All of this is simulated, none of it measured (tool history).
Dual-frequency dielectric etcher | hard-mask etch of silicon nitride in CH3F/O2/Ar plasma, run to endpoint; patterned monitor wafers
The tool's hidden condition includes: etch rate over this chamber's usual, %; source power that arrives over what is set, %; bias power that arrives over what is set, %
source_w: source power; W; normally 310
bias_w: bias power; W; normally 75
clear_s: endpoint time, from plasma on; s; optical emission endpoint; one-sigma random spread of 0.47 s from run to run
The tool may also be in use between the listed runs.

| run | hour | source_w | bias_w | wafers since the last listed run | hours since the last wet clean | hours since the last source power generator calibration | hours since the last bias power generator calibration | hours since the last upper electrode change | incoming incoming film thickness, nm | clear_s |
|---|---|---|---|---|---|---|---|---|---|---|
| 1 | 0.0 | 310 | 87 | 0 | 322.9 | 1168.3 | 2801.0 | 5625.0 | 49.12 | 72.2 |
| 2 | 38.9 | 310 | 87 | 398 | 361.8 | 1207.2 | 2839.9 | 5663.9 | 48.43 | 71.9 |
| 3 | 77.6 | 310 | 87 | 396 | 400.5 | 1245.9 | 2878.6 | 5702.6 | 49.21 | 71.7 |
| 4 | 128.2 | 310 | 70 | 518 | 451.1 | 1296.5 | 2929.2 | 5753.2 | 49.54 | 82.4 |
| 5 | 224.1 | 310 | 70 | 982 | 547.0 | 1392.4 | 3025.1 | 5849.1 | 48.86 | 81.4 |
|  | 280.8 | wet clean of the chamber |
| 6 | 319.4 | 310 | 75 | 730 | 38.6 | 1487.7 | 3120.4 | 5944.4 | 49.12 | 71.4 |
| 7 | 384.2 | 310 | 75 | 663 | 103.4 | 1552.5 | 3185.2 | 6009.2 | 48.72 | 71.3 |
|  | 470.2 | bias power generator calibrated |
| 8 | 470.7 | 260 | 66 | 845 | 189.9 | 1639.0 | 0.5 | 6095.7 | 48.72 | 81.3 |
|  | 526.1 | upper electrode replaced |
| 9 | 543.2 | 260 | 66 | 496 | 262.4 | 1711.5 | 73.0 | 17.1 | 48.75 | 82.4 |
| 10 | 612.3 | 260 | 66 | 707 | 331.5 | 1780.6 | 142.1 | 86.2 | 50.03 | 85.0 |
| 11 | 687.8 | 310 | 75 | 773 | 407.0 | 1856.1 | 217.6 | 161.7 | 49.34 | 73.6 |
| 12 | 786.4 | 310 | 75 | 1009 | 505.6 | 1954.7 | 316.2 | 260.3 | 49.19 | 73.4 |
| 13 | 872.6 | 310 | 75 | 882 | 591.8 | 2040.9 | 402.4 | 346.5 | 49.02 | 73.9 |
| 14 | 912.9 | 310 | 67 | 412 | 632.1 | 2081.2 | 442.7 | 386.8 | 49.19 | 79.0 |
|  | 1009.4 | wet clean of the chamber, repeated, since the last time left the tool worse |
| 15 | 1009.9 | 330 | 83 | 747 | 0.5 | 2178.2 | 539.7 | 483.8 | 49.47 | 71.6 |
| 16 | 1050.9 | 310 | 75 | 419 | 41.5 | 2219.2 | 580.7 | 524.8 | 49.11 | 77.0 |
|  | 1102.5 | source power generator calibrated |
| 17 | 1143.3 | 310 | 87 | 905 | 133.9 | 40.8 | 673.1 | 617.2 | 49.08 | 71.7 |
| 18 | 1206.3 | 380 | 75 | 645 | 196.9 | 103.8 | 736.1 | 680.2 | 49.07 | 72.9 |
| 19 | 1267.8 | 390 | 69 | 629 | 258.4 | 165.3 | 797.6 | 741.7 | 49.44 | 76.1 |
| 20 | 1373.8 | 380 | 91 | 1085 | 364.4 | 271.3 | 903.6 | 847.7 | 48.72 | 66.2 |
| 21 | 1414.1 | 310 | 75 | 412 | 404.7 | 311.6 | 943.9 | 888.0 | 48.62 | 79.3 |
| 22 | 1453.0 | 240 | 92 | 398 | 443.6 | 350.5 | 982.8 | 926.9 | 49.22 | 78.0 |
| 23 | 1490.0 | 240 | 65 | 378 | 480.6 | 387.5 | 1019.8 | 963.9 | 49.02 | 94.2 |
| 24 | 1535.8 | 230 | 56 | 469 | 526.4 | 433.3 | 1065.6 | 1009.7 | 49.08 | 103.4 |
| 25 | 1583.1 | 310 | 75 | 484 | 573.7 | 480.6 | 1112.9 | 1057.0 | 48.55 | 79.1 |
|  | 1657.9 | wet clean of the chamber |
| 26 | 1670.0 | 310 | 90 | 644 | 12.1 | 567.5 | 1199.8 | 1143.9 | 48.84 | 69.3 |
| 27 | 1759.3 | 260 | 81 | 914 | 101.4 | 656.8 | 1289.1 | 1233.2 | 49.23 | 78.8 |
| 28 | 1866.8 | 310 | 75 | 1101 | 208.9 | 764.3 | 1396.6 | 1340.7 | 48.93 | 76.9 |
| 29 | 1927.7 | 310 | 75 | 623 | 269.8 | 825.2 | 1457.5 | 1401.6 | 49.43 | 79.2 |
| 30 | 1974.1 | 310 | 75 | 475 | 316.2 | 871.6 | 1503.9 | 1448.0 | 49.31 | 79.0 |
| 31 | 2071.2 | 350 | 83 | 994 | 413.3 | 968.7 | 1601.0 | 1545.1 | 48.81 | 71.8 |
| 32 | 2123.1 | 270 | 92 | 531 | 465.2 | 1020.6 | 1652.9 | 1597.0 | 49.09 | 75.1 |
|  | 2234.7 | wet clean of the chamber |
| 33 | 2235.2 | 240 | 75 | 902 | 0.5 | 1132.7 | 1765.0 | 1709.1 | 49.06 | 83.2 |
| 34 | 2321.7 | 310 | 75 | 885 | 87.0 | 1219.2 | 1851.5 | 1795.6 | 49.12 | 76.5 |
| 35 | 2429.4 | 250 | 94 | 1103 | 194.7 | 1326.9 | 1959.2 | 1903.3 | 48.71 | 73.7 |
| 36 | 2502.7 | 260 | 62 | 750 | 268.0 | 1400.2 | 2032.5 | 1976.6 | 49.13 | 91.4 |

Subtracting, for every run, the result it would have given without the tool's unlogged condition from the measured result gives the following. The same run-to-run variation enters both numbers; the gauge's scatter may not:
| run | clear_s |
|---|---|
| 1 | +1.1 |
| 2 | +1.4 |
| 3 | +1.5 |
| 4 | +2.0 |
| 5 | +2.5 |
| 6 | -4.8 |
| 7 | -4.5 |
| 8 | -4.6 |
| 9 | -4.3 |
| 10 | -4.0 |
| 11 | -3.1 |
| 12 | -2.6 |
| 13 | -2.2 |
| 14 | -2.1 |
| 15 | +0.5 |
| 16 | +0.8 |
| 17 | +1.2 |
| 18 | +1.6 |
| 19 | +1.9 |
| 20 | +2.1 |
| 21 | +2.8 |
| 22 | +3.0 |
| 23 | +3.8 |
| 24 | +4.5 |
| 25 | +3.8 |
| 26 | -0.2 |
| 27 | +0.3 |
| 28 | +0.8 |
| 29 | +1.2 |
| 30 | +1.4 |
| 31 | +1.8 |
| 32 | +2.1 |
| 33 | +0.2 |
| 34 | +0.7 |
| 35 | +1.2 |
| 36 | +1.9 |

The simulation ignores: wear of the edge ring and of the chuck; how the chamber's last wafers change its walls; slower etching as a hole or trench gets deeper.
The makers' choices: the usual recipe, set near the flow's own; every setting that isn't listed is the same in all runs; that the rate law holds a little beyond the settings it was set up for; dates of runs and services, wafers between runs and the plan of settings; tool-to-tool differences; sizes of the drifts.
